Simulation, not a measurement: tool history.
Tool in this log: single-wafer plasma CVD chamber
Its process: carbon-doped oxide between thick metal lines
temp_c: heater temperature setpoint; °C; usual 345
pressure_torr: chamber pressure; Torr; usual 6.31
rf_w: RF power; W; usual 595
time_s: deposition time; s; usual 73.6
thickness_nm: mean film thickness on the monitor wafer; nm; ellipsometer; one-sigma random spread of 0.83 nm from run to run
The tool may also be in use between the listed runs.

| run | hour | temp_c | pressure_torr | rf_w | time_s | read-back reference wafer on the same gauge, thickness_nm | thickness_nm |
|---|---|---|---|---|---|---|---|
| 1 | 0.0 | 345 | 6.31 | 595 | 73.6 | 414.270 | 465.468 |
| 2 | 27.5 | 345 | 5.15 | 595 | 73.6 | 414.439 | 455.856 |
| 3 | 53.7 | 345 | 6.31 | 595 | 73.6 | 414.135 | 464.844 |
| 4 | 125.6 | 345 | 6.31 | 595 | 73.6 | 414.022 | 465.298 |
| 5 | 139.6 | 345 | 6.31 | 595 | 73.6 | 414.317 | 463.840 |
| 6 | 169.1 | 345 | 6.31 | 595 | 73.6 | 413.923 | 464.906 |
| 7 | 201.2 | 345 | 6.31 | 595 | 73.6 | 414.218 | 463.265 |
|  | 226.4 | showerhead replaced |
| 8 | 226.9 | 345 | 6.31 | 595 | 73.6 | 413.583 | 463.990 |
| 9 | 250.1 | 345 | 6.31 | 595 | 73.6 | 414.197 | 463.632 |
| 10 | 264.4 | 345 | 6.31 | 595 | 73.6 | 414.214 | 463.510 |
| 11 | 290.3 | 345 | 6.31 | 595 | 73.6 | 413.739 | 462.061 |
| 12 | 322.7 | 345 | 6.31 | 595 | 73.6 | 413.774 | 462.550 |
|  | 341.9 | capacitance manometer re-zeroed and calibrated |
| 13 | 353.4 | 345 | 6.31 | 595 | 63.4 | 413.824 | 399.262 |
|  | 377.3 | RF generator calibrated |
| 14 | 380.8 | 345 | 7.43 | 635 | 73.6 | 414.178 | 494.337 |
| 15 | 410.6 | 345 | 7.43 | 635 | 73.6 | 414.103 | 493.063 |
| 16 | 456.0 | 345 | 6.31 | 555 | 79.9 | 414.210 | 506.021 |
| 17 | 472.1 | 345 | 5.81 | 670 | 87.6 | 414.254 | 584.140 |
|  | 475.9 | gauge calibrated |
| 18 | 492.0 | 355 | 4.79 | 490 | 67.3 | 414.098 | 385.838 |
| 19 | 526.1 | 345 | 6.31 | 595 | 73.6 | 414.306 | 476.774 |
|  | 544.9 | thermocouple changed; heater temperature recalibrated |
| 20 | 557.9 | 357 | 5.15 | 550 | 73.6 | 414.037 | 440.459 |
| 21 | 580.1 | 345 | 6.31 | 595 | 63.5 | 414.028 | 413.514 |
| 22 | 611.0 | 339 | 6.31 | 505 | 64.3 | 414.003 | 403.914 |
| 23 | 623.9 | 345 | 7.30 | 595 | 73.6 | 414.023 | 480.844 |
| 24 | 657.6 | 345 | 6.31 | 595 | 73.6 | 413.856 | 477.380 |
| 25 | 679.0 | 345 | 4.80 | 595 | 81.7 | 413.871 | 512.260 |
| 26 | 699.4 | 355 | 5.69 | 670 | 83.1 | 414.403 | 536.416 |
| 27 | 720.8 | 345 | 6.31 | 625 | 73.6 | 413.757 | 483.846 |

Each row is a separate what-if for the run after 27, all from the same tool condition, not one after another. Results?
| A | 721.2 | 345 | 6.31 | 595 | 73.6 | ? | ? |
| B | 721.2 | 345 | 7.34 | 595 | 78.8 | ? | ? |
| C | 721.2 | 330 | 6.31 | 595 | 73.6 | ? | ? |
| D | 721.2 | 345 | 6.31 | 595 | 69.2 | ? | ? |
| E | 721.2 | 345 | 4.94 | 595 | 73.6 | ? | ? |

| run | read-back reference wafer on the same gauge, thickness_nm | thickness_nm |
|---|---|---|
| A | 413.967 | 476.959 |
| B | 413.967 | 516.052 |
| C | 413.967 | 501.617 |
| D | 413.967 | 448.652 |
| E | 413.967 | 464.477 |
What these runs would have given with no unlogged condition in the tool:
| run | thickness_nm |
|---|---|
| A | 477.630 |
| B | 516.779 |
| C | 502.323 |
| D | 449.284 |
| E | 465.131 |

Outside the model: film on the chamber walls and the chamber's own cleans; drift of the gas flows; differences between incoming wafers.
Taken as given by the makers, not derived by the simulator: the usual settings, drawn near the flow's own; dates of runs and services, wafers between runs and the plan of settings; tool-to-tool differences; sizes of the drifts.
